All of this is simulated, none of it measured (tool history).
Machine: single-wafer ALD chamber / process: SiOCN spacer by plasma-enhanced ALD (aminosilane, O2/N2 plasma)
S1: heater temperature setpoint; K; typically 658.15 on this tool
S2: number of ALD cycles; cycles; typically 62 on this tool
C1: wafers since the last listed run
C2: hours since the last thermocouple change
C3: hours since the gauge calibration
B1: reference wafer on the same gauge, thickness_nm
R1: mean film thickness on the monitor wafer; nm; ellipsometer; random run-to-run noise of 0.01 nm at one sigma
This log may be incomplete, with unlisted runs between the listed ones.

| run | day | S1 | S2 | C1 | C2 | C3 | B1 | R1 |
|---|---|---|---|---|---|---|---|---|
| 1 | 0.000 | 665.15 | 62 | 0 | 1288.1 | 2121.4 | 4.444 | 3.931 |
|  | 1.738 | thermocouple changed; heater temperature recalibrated |
| 2 | 2.921 | 658.15 | 62 | 176 | 28.4 | 2191.5 | 4.440 | 3.941 |
| 3 | 7.092 | 658.15 | 62 | 284 | 128.5 | 2291.6 | 4.433 | 3.922 |
| 4 | 9.221 | 658.15 | 62 | 145 | 179.6 | 2342.7 | 4.432 | 3.917 |
| 5 | 12.242 | 658.15 | 62 | 205 | 252.1 | 2415.2 | 4.430 | 3.908 |
| 6 | 15.308 | 658.15 | 53 | 209 | 325.7 | 2488.8 | 4.423 | 3.358 |
| 7 | 17.912 | 658.15 | 62 | 177 | 388.2 | 2551.3 | 4.421 | 3.915 |
| 8 | 20.496 | 658.15 | 62 | 176 | 450.2 | 2613.3 | 4.417 | 3.920 |
|  | 32.033 | gauge calibrated |
| 9 | 33.254 | 658.15 | 62 | 869 | 756.4 | 29.3 | 4.509 | 4.016 |
| 10 | 34.942 | 658.15 | 62 | 115 | 796.9 | 69.8 | 4.512 | 3.998 |
| 11 | 37.596 | 658.15 | 62 | 180 | 860.6 | 133.5 | 4.509 | 3.985 |
| 12 | 40.838 | 658.15 | 62 | 221 | 938.4 | 211.3 | 4.510 | 3.998 |
| 13 | 43.179 | 658.15 | 62 | 159 | 994.6 | 267.5 | 4.509 | 3.981 |
| 14 | 45.567 | 658.15 | 62 | 162 | 1051.9 | 324.8 | 4.511 | 3.991 |
| 15 | 49.408 | 652.15 | 62 | 261 | 1144.1 | 417.0 | 4.510 | 4.003 |
| 16 | 51.754 | 671.15 | 57 | 159 | 1200.4 | 473.3 | 4.510 | 3.670 |
| 17 | 54.204 | 658.15 | 62 | 167 | 1259.2 | 532.1 | 4.509 | 4.001 |
|  | 55.575 | thermocouple changed; heater temperature recalibrated |
| 18 | 57.662 | 671.15 | 50 | 213 | 50.1 | 615.1 | 4.506 | 3.217 |
| 19 | 61.242 | 658.15 | 62 | 244 | 136.0 | 701.0 | 4.505 | 3.979 |
| 20 | 65.050 | 658.15 | 62 | 259 | 227.4 | 792.4 | 4.501 | 3.978 |
| 21 | 67.350 | 649.15 | 53 | 156 | 282.6 | 847.6 | 4.503 | 3.403 |
| 22 | 69.300 | 658.15 | 55 | 132 | 329.4 | 894.4 | 4.502 | 3.528 |
| 23 | 72.267 | 658.15 | 62 | 202 | 400.6 | 965.6 | 4.497 | 3.972 |
| 24 | 76.438 | 653.15 | 58 | 284 | 500.7 | 1065.7 | 4.499 | 3.730 |
| 25 | 80.442 | 658.15 | 62 | 273 | 596.8 | 1161.8 | 4.495 | 3.990 |
| 26 | 86.454 | 658.15 | 62 | 409 | 741.1 | 1306.1 | 4.492 | 3.975 |
| 27 | 89.125 | 651.15 | 66 | 182 | 805.2 | 1370.2 | 4.488 | 4.233 |
| 28 | 92.033 | 669.15 | 57 | 198 | 875.0 | 1440.0 | 4.484 | 3.666 |
| 29 | 94.262 | 649.15 | 54 | 151 | 928.5 | 1493.5 | 4.486 | 3.462 |
| 30 | 95.912 | 663.15 | 51 | 112 | 968.1 | 1533.1 | 4.485 | 3.255 |

Below are 3 alternative next runs, each starting from the tool's condition after run 30. Predict each:
| A | 95.933 | 658.15 | 62 | 1 | 968.6 | 1533.6 | ? | ? |
| B | 95.933 | 645.15 | 71 | 1 | 968.6 | 1533.6 | ? | ? |
| C | 95.933 | 648.15 | 57 | 1 | 968.6 | 1533.6 | ? | ? |

| run | B1 | R1 |
|---|---|---|
| A | 4.485 | 3.964 |
| B | 4.485 | 4.540 |
| C | 4.485 | 3.645 |
What these runs would have given with no unlogged condition in the tool:
| run | R1 |
|---|---|
| A | 3.987 |
| B | 4.566 |
| C | 3.666 |
